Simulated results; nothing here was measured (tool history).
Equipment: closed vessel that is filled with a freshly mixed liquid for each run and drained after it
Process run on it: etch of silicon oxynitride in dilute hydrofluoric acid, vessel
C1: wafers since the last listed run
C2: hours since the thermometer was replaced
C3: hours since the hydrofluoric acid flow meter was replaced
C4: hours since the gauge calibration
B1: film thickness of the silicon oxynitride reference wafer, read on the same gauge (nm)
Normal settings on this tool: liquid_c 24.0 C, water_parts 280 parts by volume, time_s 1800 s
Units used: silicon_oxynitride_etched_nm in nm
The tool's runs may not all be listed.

Run 1, hour 0.0: usual settings but liquid_c 26.0 C; C1 0; C2 1562.2; C3 837.3; C4 2047.5; B1 40.00. Result: silicon_oxynitride_etched_nm 9.08 nm.
Run 2, hour 105.1: usual settings but liquid_c 26.0 C; C1 2890; C2 1667.3; C3 942.4; C4 2152.6; B1 40.00. Result: silicon_oxynitride_etched_nm 9.06 nm.
Run 3, hour 201.7: usual settings but liquid_c 26.0 C; C1 2657; C2 1763.9; C3 1039.0; C4 2249.2; B1 40.01. Result: silicon_oxynitride_etched_nm 9.11 nm.
Run 4, hour 239.8: usual settings but water_parts 360 parts by volume, time_s 970 s; C1 1048; C2 1802.0; C3 1077.1; C4 2287.3; B1 40.03. Result: silicon_oxynitride_etched_nm 3.32 nm.
Run 5, hour 309.6: usual settings but water_parts 360 parts by volume, time_s 970 s; C1 1919; C2 1871.8; C3 1146.9; C4 2357.1; B1 40.00. Result: silicon_oxynitride_etched_nm 3.32 nm.
Run 6, hour 405.7: usual settings but water_parts 360 parts by volume, time_s 970 s; C1 2643; C2 1967.9; C3 1243.0; C4 2453.2; B1 39.98. Result: silicon_oxynitride_etched_nm 3.34 nm.
Run 7, hour 481.2: usual settings but liquid_c 27.0 C, water_parts 315 parts by volume; C1 2076; C2 2043.4; C3 1318.5; C4 2528.7; B1 40.01. Result: silicon_oxynitride_etched_nm 8.22 nm.
Run 8, hour 583.4: usual settings but liquid_c 27.0 C, water_parts 315 parts by volume; C1 2811; C2 2145.6; C3 1420.7; C4 2630.9; B1 40.03. Result: silicon_oxynitride_etched_nm 8.24 nm.
At hour 618.0: thermometer replaced.
Run 9, hour 648.3: usual settings but liquid_c 27.0 C, water_parts 315 parts by volume; C1 1757; C2 30.3; C3 1485.6; C4 2695.8; B1 40.01. Result: silicon_oxynitride_etched_nm 8.01 nm.
Run 10, hour 741.7: usual settings but water_parts 220 parts by volume; C1 2569; C2 123.7; C3 1579.0; C4 2789.2; B1 39.97. Result: silicon_oxynitride_etched_nm 10.85 nm.
Run 11, hour 866.5: usual settings; C1 3432; C2 248.5; C3 1703.8; C4 2914.0; B1 39.99. Result: silicon_oxynitride_etched_nm 8.20 nm.
Run 12, hour 960.2: usual settings but liquid_c 26.5 C, time_s 2395 s; C1 2577; C2 342.2; C3 1797.5; C4 3007.7; B1 40.00. Result: silicon_oxynitride_etched_nm 12.14 nm.
Run 13, hour 1028.6: usual settings but liquid_c 21.0 C, water_parts 325 parts by volume, time_s 1460 s; C1 1881; C2 410.6; C3 1865.9; C4 3076.1; B1 39.97. Result: silicon_oxynitride_etched_nm 4.89 nm.
Run 14, hour 1118.1: usual settings; C1 2461; C2 500.1; C3 1955.4; C4 3165.6; B1 39.98. Result: silicon_oxynitride_etched_nm 8.26 nm.
At hour 1122.1: hydrofluoric acid flow meter replaced.
Run 15, hour 1171.6: usual settings but liquid_c 22.5 C, water_parts 245 parts by volume, time_s 975 s; C1 1444; C2 553.6; C3 49.5; C4 3219.1; B1 40.02. Result: silicon_oxynitride_etched_nm 4.87 nm.
Run 16, hour 1264.6: usual settings; C1 2558; C2 646.6; C3 142.5; C4 3312.1; B1 40.02. Result: silicon_oxynitride_etched_nm 8.22 nm.
Run 17, hour 1319.6: usual settings but liquid_c 22.0 C, water_parts 175 parts by volume, time_s 1310 s; C1 1512; C2 701.6; C3 197.5; C4 3367.1; B1 39.98. Result: silicon_oxynitride_etched_nm 9.43 nm.
At hour 1353.5: gauge calibrated.
Run 18, hour 1383.3: usual settings; C1 1752; C2 765.3; C3 261.2; C4 29.8; B1 40.00. Result: silicon_oxynitride_etched_nm 8.22 nm.
Run 19, hour 1419.9: usual settings but liquid_c 28.5 C, water_parts 400 parts by volume, time_s 2660 s; C1 1006; C2 801.9; C3 297.8; C4 66.4; B1 39.99. Result: silicon_oxynitride_etched_nm 9.40 nm.
Run 20, hour 1496.8: usual settings but liquid_c 19.5 C, water_parts 340 parts by volume, time_s 1290 s; C1 2115; C2 878.8; C3 374.7; C4 143.3; B1 40.03. Result: silicon_oxynitride_etched_nm 3.86 nm.
Run 21, hour 1604.4: usual settings; C1 2959; C2 986.4; C3 482.3; C4 250.9; B1 40.02. Result: silicon_oxynitride_etched_nm 8.27 nm.
Run 22, hour 1671.1: usual settings but liquid_c 28.5 C; C1 1834; C2 1053.1; C3 549.0; C4 317.6; B1 39.99. Result: silicon_oxynitride_etched_nm 10.00 nm.
Run 23, hour 1732.5: usual settings but liquid_c 22.5 C, time_s 2575 s; C1 1688; C2 1114.5; C3 610.4; C4 379.0; B1 39.99. Result: silicon_oxynitride_etched_nm 11.06 nm.
Run 24, hour 1792.6: usual settings but liquid_c 28.5 C; C1 1653; C2 1174.6; C3 670.5; C4 439.1; B1 39.97. Result: silicon_oxynitride_etched_nm 9.96 nm.
Run 25, hour 1844.2: usual settings but time_s 790 s; C1 1419; C2 1226.2; C3 722.1; C4 490.7; B1 40.01. Result: silicon_oxynitride_etched_nm 3.65 nm.
Run 26, hour 1915.6: usual settings but liquid_c 26.0 C; C1 1963; C2 1297.6; C3 793.5; C4 562.1; B1 40.00. Result: silicon_oxynitride_etched_nm 9.06 nm.
Run 27, hour 1976.8: usual settings but water_parts 145 parts by volume, time_s 1240 s; C1 1683; C2 1358.8; C3 854.7; C4 623.3; B1 39.99. Result: silicon_oxynitride_etched_nm 12.21 nm.
Run 28, hour 2080.2: usual settings; C1 2844; C2 1462.2; C3 958.1; C4 726.7; B1 40.02. Result: silicon_oxynitride_etched_nm 8.30 nm.
Run 29, hour 2184.9: usual settings but liquid_c 28.0 C, time_s 2275 s; C1 2879; C2 1566.9; C3 1062.8; C4 831.4; B1 40.02. Result: silicon_oxynitride_etched_nm 12.51 nm.
Run 30, hour 2385.9: usual settings; C1 5528; C2 1767.9; C3 1263.8; C4 1032.4; B1 40.00. Result: silicon_oxynitride_etched_nm 8.33 nm.
Run 31, hour 2431.0: usual settings but liquid_c 26.5 C, water_parts 410 parts by volume, time_s 760 s; C1 1240; C2 1813.0; C3 1308.9; C4 1077.5; B1 40.01. Result: silicon_oxynitride_etched_nm 2.43 nm.
Run 32, hour 2475.9: usual settings but liquid_c 19.5 C, water_parts 195 parts by volume, time_s 2270 s; C1 1235; C2 1857.9; C3 1353.8; C4 1122.4; B1 40.02. Result: silicon_oxynitride_etched_nm 13.12 nm.

State the hidden condition of the tool at each of the runs:
hydrofluoric acid flow above the setpoint (%): 0 in every run
gauge reads high (%): 0 in every run
H1: liquid hotter than its thermometer reads (K)
run      H1
  1   0.549
  2   0.583
  3   0.615
  4   0.627
  5    0.65
  6   0.681
  7   0.706
  8   0.739
  9  0.0165
 10  0.0471
 11  0.0879
 12   0.118
 13   0.141
 14    0.17
 15   0.188
 16   0.218
 17   0.236
 18   0.257
 19   0.269
 20   0.294
 21   0.329
 22   0.351
 23   0.371
 24   0.391
 25   0.407
 26   0.431
 27   0.451
 28   0.485
 29   0.519
 30   0.585
 31   0.599
 32   0.614
